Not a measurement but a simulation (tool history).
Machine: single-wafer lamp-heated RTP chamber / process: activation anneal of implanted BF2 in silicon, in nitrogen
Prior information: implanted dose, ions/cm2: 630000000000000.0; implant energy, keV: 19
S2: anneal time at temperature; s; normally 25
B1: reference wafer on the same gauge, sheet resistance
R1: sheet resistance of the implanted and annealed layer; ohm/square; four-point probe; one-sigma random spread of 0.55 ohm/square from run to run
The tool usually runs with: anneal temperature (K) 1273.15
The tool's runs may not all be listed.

Run 1, day 0.000: usual settings; B1 242.94. Result: R1 228.88 ohm/square.
Run 2, day 0.625: usual settings; B1 243.01. Result: R1 227.68 ohm/square.
Run 3, day 1.233: usual settings; B1 242.98. Result: R1 227.58 ohm/square.
Run 4, day 2.283: usual settings; B1 243.00. Result: R1 227.52 ohm/square.
At day 2.625: pyrometer window cleaned and pyrometer calibrated.
Run 5, day 3.400: usual settings; B1 242.93. Result: R1 227.04 ohm/square.
At day 6.633: pyrometer window cleaned and pyrometer calibrated.
Run 6, day 7.150: usual settings; B1 243.04. Result: R1 227.09 ohm/square.
Run 7, day 7.854: usual settings; B1 243.07. Result: R1 227.64 ohm/square.
At day 9.258: gauge calibrated.
Run 8, day 9.275: usual settings; B1 243.11. Result: R1 226.68 ohm/square.
Run 9, day 10.129: usual settings; B1 243.03. Result: R1 227.87 ohm/square.
At day 10.629: pyrometer window cleaned and pyrometer calibrated.
Run 10, day 11.288: usual settings but S2 10 s; B1 243.10. Result: R1 241.80 ohm/square.
Run 11, day 12.754: usual settings; B1 243.05. Result: R1 227.15 ohm/square.
Run 12, day 14.088: usual settings but anneal temperature (K) 1255.15, S2 33 s; B1 243.09. Result: R1 238.00 ohm/square.

Run 13, settings as shown, results not yet in. Your forecast:
At day 15.171: pyrometer window cleaned and pyrometer calibrated.
Run 13, day 15.562: usual settings but anneal temperature (K) 1250.15, S2 39 s; B1 ?. Result: R1 ?.

Run 13 produced B1 243.05, R1 239.83 ohm/square.
Without the tool's hidden state the same run would have given R1 244.18 ohm/square.
